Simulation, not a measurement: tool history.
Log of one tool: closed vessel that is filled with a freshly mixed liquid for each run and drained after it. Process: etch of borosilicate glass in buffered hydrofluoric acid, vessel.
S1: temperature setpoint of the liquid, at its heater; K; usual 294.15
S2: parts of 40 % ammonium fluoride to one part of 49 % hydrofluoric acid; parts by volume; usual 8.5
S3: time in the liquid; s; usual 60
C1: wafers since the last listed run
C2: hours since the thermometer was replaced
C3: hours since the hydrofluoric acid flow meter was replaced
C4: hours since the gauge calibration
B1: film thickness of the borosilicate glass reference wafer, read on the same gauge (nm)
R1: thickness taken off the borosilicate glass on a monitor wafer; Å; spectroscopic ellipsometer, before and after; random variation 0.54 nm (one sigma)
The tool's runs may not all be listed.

| run | hour | S1 | S2 | S3 | C1 | C2 | C3 | C4 | B1 | R1 |
|---|---|---|---|---|---|---|---|---|---|---|
| 1 | 0 | 294.15 | 8.5 | 60 | 0 | 1426.5 | 68.4 | 3737.7 | 130.01 | 734.9 |
| 2 | 90.8 | 294.15 | 8.5 | 60 | 9243 | 1517.3 | 159.2 | 3828.5 | 129.98 | 732.2 |
| 3 | 193.4 | 294.15 | 8.5 | 60 | 10445 | 1619.9 | 261.8 | 3931.1 | 130.03 | 735.9 |
| 4 | 263.7 | 295.65 | 8.5 | 60 | 7156 | 1690.2 | 332.1 | 4001.4 | 130 | 792.8 |
| 5 | 513.6 | 295.65 | 8.5 | 60 | 25440 | 1940.1 | 582 | 4251.3 | 130.04 | 805.8 |
| 6 | 578 | 295.65 | 8.5 | 60 | 6556 | 2004.5 | 646.4 | 4315.7 | 129.98 | 796.7 |
| 7 | 641.7 | 294.15 | 8.5 | 35 | 6484 | 2068.2 | 710.1 | 4379.4 | 130.01 | 434.7 |
| 8 | 737.4 | 294.15 | 8.5 | 60 | 9742 | 2163.9 | 805.8 | 4475.1 | 130.03 | 733 |
|  | 746.6 | gauge calibrated |
| 9 | 830.6 | 294.15 | 8.5 | 60 | 9488 | 2257.1 | 899 | 84 | 129.97 | 721.8 |
| 10 | 919.1 | 297.65 | 7.5 | 75 | 9009 | 2345.6 | 987.5 | 172.5 | 129.98 | 1271.9 |
| 11 | 958.1 | 290.15 | 5.5 | 80 | 3970 | 2384.6 | 1026.5 | 211.5 | 129.98 | 1232.5 |
| 12 | 995.1 | 298.15 | 11.5 | 40 | 3766 | 2421.6 | 1063.5 | 248.5 | 129.98 | 461.4 |
| 13 | 1083.6 | 294.15 | 8.5 | 60 | 9009 | 2510.1 | 1152 | 337 | 130 | 739.4 |
| 14 | 1159.2 | 294.15 | 11.5 | 60 | 7696 | 2585.7 | 1227.6 | 412.6 | 129.97 | 555.7 |
| 15 | 1207.5 | 294.15 | 8.5 | 60 | 4917 | 2634 | 1275.9 | 460.9 | 130.01 | 728.6 |
| 16 | 1265.6 | 296.15 | 10.5 | 95 | 5914 | 2692.1 | 1334 | 519 | 129.99 | 1085.5 |
|  | 1294.7 | hydrofluoric acid flow meter replaced |
| 17 | 1363.7 | 290.65 | 8.5 | 85 | 9885 | 2790.2 | 69 | 617.1 | 130.03 | 900.2 |
| 18 | 1468.7 | 294.15 | 6.5 | 90 | 10689 | 2895.2 | 174 | 722.1 | 129.98 | 1526 |
| 19 | 1509.9 | 290.15 | 6 | 80 | 4194 | 2936.4 | 215.2 | 763.3 | 129.99 | 1167.3 |
|  | 1680.9 | thermometer replaced |
| 20 | 1690.2 | 292.65 | 7.5 | 45 | 18253 | 9.3 | 395.5 | 943.6 | 130 | 539.5 |
| 21 | 1745.7 | 294.15 | 8.5 | 60 | 5650 | 64.8 | 451 | 999.1 | 130.01 | 681.6 |
| 22 | 1785.1 | 296.15 | 9.5 | 75 | 4011 | 104.2 | 490.4 | 1038.5 | 129.99 | 868.9 |
| 23 | 1834.4 | 296.15 | 8.5 | 40 | 5018 | 153.5 | 539.7 | 1087.8 | 129.97 | 508.9 |
| 24 | 1890 | 294.15 | 8.5 | 60 | 5660 | 209.1 | 595.3 | 1143.4 | 129.99 | 686.3 |
| 25 | 1951 | 294.15 | 8.5 | 60 | 6210 | 270.1 | 656.3 | 1204.4 | 129.95 | 679.8 |
| 26 | 2000.6 | 297.15 | 7 | 50 | 5049 | 319.7 | 705.9 | 1254 | 130.02 | 821.6 |
| 27 | 2070.7 | 294.15 | 11 | 60 | 7136 | 389.8 | 776 | 1324.1 | 130.01 | 545.6 |
| 28 | 2139.7 | 298.15 | 5.5 | 60 | 7024 | 458.8 | 845 | 1393.1 | 130.01 | 1284.6 |
| 29 | 2237.2 | 294.15 | 8.5 | 60 | 9925 | 556.3 | 942.5 | 1490.6 | 129.98 | 666.8 |
| 30 | 2328.3 | 290.65 | 8.5 | 30 | 9274 | 647.4 | 1033.6 | 1581.7 | 130.01 | 280.3 |
|  | 2409.6 | hydrofluoric acid flow meter replaced |
| 31 | 2410.6 | 291.15 | 5.5 | 90 | 8276 | 729.7 | 1 | 1664 | 130.02 | 1396.3 |
| 32 | 2509.3 | 294.15 | 8.5 | 60 | 10048 | 828.4 | 99.7 | 1762.7 | 130 | 705.1 |
| 33 | 2563 | 294.15 | 8.5 | 60 | 5466 | 882.1 | 153.4 | 1816.4 | 130.02 | 715.6 |

Some steps in R1 between neighbouring runs. How much of each would the tool show without its hidden state too (settings, what came in, random variation), and how much is left for the hidden state, with any gauge scatter that isn't in both results?
The hidden state here: liquid hotter than its thermometer reads (K); hydrofluoric acid flow below the setpoint (%); gauge reads high (%).
Run 11 -> 12: S1 290.15 -> 298.15, S2 5.5 -> 11.5, S3 80 -> 40. R1 -771.1 Å: hidden state -48.6, all else -722.5.
Run 17 -> 18: S1 290.65 -> 294.15, S2 8.5 -> 6.5, S3 85 -> 90. R1 +625.8 Å: hidden state +60, all else +565.8.
Run 19 -> 20: S1 290.15 -> 292.65, S2 6 -> 7.5, S3 80 -> 45, thermometer replaced. R1 -627.8 Å: hidden state -125.6, all else -502.2.
Run 27 -> 28: S1 294.15 -> 298.15, S2 11 -> 5.5. R1 +739 Å: hidden state -8.9, all else +747.9.
Run 30 -> 31: S1 290.65 -> 291.15, S2 8.5 -> 5.5, S3 30 -> 90, hydrofluoric acid flow meter replaced. R1 +1116 Å: hidden state +42.5, all else +1073.5.
